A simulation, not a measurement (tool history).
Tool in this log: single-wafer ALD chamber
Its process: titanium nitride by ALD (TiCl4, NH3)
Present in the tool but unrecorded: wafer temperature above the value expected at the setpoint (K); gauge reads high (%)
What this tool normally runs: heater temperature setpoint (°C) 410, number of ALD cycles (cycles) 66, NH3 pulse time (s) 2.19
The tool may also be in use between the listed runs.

run     day  heater temperature setpoint (°C)  number of ALD cycles (cycles)  NH3 pulse time (s)  wafers since the last listed run  hours since the last thermocouple change  hours since the showerhead was replaced  hours since the gauge calibration  read-back reference wafer on the same gauge, thickness_nm  mean film thickness on the monitor wafer (angstrom)
  1   0.000                               410                             66                1.75                                 0                                    1270.3                                   2879.3                              346.7                                                      1.348                                                14.45
  2   0.804                               410                             66                1.75                                91                                    1289.6                                   2898.6                              366.0                                                      1.351                                                14.37
  3   1.412                               410                             66                1.75                                68                                    1304.2                                   2913.2                              380.6                                                      1.351                                                14.43
  4   2.550                               410                             66                2.19                               128                                    1331.5                                   2940.5                              407.9                                                      1.350                                                14.45
  5   3.550                               410                             66                2.19                               113                                    1355.5                                   2964.5                              431.9                                                      1.350                                                14.41
  6   4.504                               410                             66                2.19                               108                                    1378.4                                   2987.4                              454.8                                                      1.350                                                14.36
  7   5.750                               410                             66                2.19                               141                                    1408.3                                   3017.3                              484.7                                                      1.351                                                14.45
  8   6.929                               410                             66                2.19                               133                                    1436.6                                   3045.6                              513.0                                                      1.352                                                14.62
  9   8.067                               410                             66                2.19                               128                                    1463.9                                   3072.9                              540.3                                                      1.351                                                14.45
 10   9.029                               410                             66                1.99                               108                                    1487.0                                   3096.0                              563.4                                                      1.352                                                14.41
 11   9.700                               410                             66                1.99                                75                                    1503.1                                   3112.1                              579.5                                                      1.349                                                14.43
 12  10.621                               410                             66                1.99                               104                                    1525.2                                   3134.2                              601.6                                                      1.352                                                14.51
 13  11.542                               407                             66                2.19                               104                                    1547.3                                   3156.3                              623.7                                                      1.350                                                14.47
 14  12.846                               410                             66                2.19                               147                                    1578.6                                   3187.6                              655.0                                                      1.350                                                14.40
     13.092  -- gauge calibrated
 15  15.583                               395                             61                1.74                               309                                    1644.3                                   3253.3                               59.8                                                      1.349                                                13.15
     16.150  -- showerhead replaced
 16  16.596                               410                             66                1.75                                76                                    1668.6                                     10.7                               84.1                                                      1.352                                                14.46
 17  17.146                               405                             66                1.39                                62                                    1681.8                                     23.9                               97.3                                                      1.349                                                14.23
 18  18.296                               416                             61                2.60                               130                                    1709.4                                     51.5                              124.9                                                      1.352                                                13.43
     18.904  -- thermocouple changed; heater temperature recalibrated
 19  19.354                               410                             66                2.19                                82                                      10.8                                     76.9                              150.3                                                      1.349                                                14.46
 20  20.625                               425                             54                1.79                               143                                      41.3                                    107.4                              180.8                                                      1.350                                                11.94
 21  21.392                               420                             57                2.85                                86                                      59.7                                    125.8                              199.2                                                      1.351                                                12.60
 22  22.521                               425                             66                2.19                               127                                      86.8                                    152.9                              226.3                                                      1.351                                                14.58
 23  23.479                               424                             78                2.19                               108                                     109.8                                    175.9                              249.3                                                      1.352                                                17.28
 24  24.050                               424                             63                2.66                                64                                     123.5                                    189.6                              263.0                                                      1.352                                                14.07
 25  25.496                               410                             66                2.19                               163                                     158.2                                    224.3                              297.7                                                      1.350                                                14.31
 26  28.646                               410                             66                2.19                               356                                     233.8                                    299.9                              373.3                                                      1.353                                                14.49
 27  29.158                               424                             76                3.05                                58                                     246.1                                    312.2                              385.6                                                      1.350                                                16.80

Alternative continuations, all from the tool just after run 27; predict every row:
  A  29.183                               410                             66                2.19                                 2                                     246.7                                    312.8                              386.2                                                          ?                                                    ?
  B  29.183                               410                             66                2.41                                 2                                     246.7                                    312.8                              386.2                                                          ?                                                    ?
  C  29.183                               421                             78                2.19                                 2                                     246.7                                    312.8                              386.2                                                          ?                                                    ?

run  read-back reference wafer on the same gauge, thickness_nm  mean film thickness on the monitor wafer (angstrom)
  A                                                      1.353                                                14.42
  B                                                      1.353                                                14.45
  C                                                      1.353                                                17.10
With the hidden condition removed and each run's random variation left untouched, the same runs would have given:
run  mean film thickness on the monitor wafer (angstrom)
  A                                                14.42
  B                                                14.45
  C                                                17.10
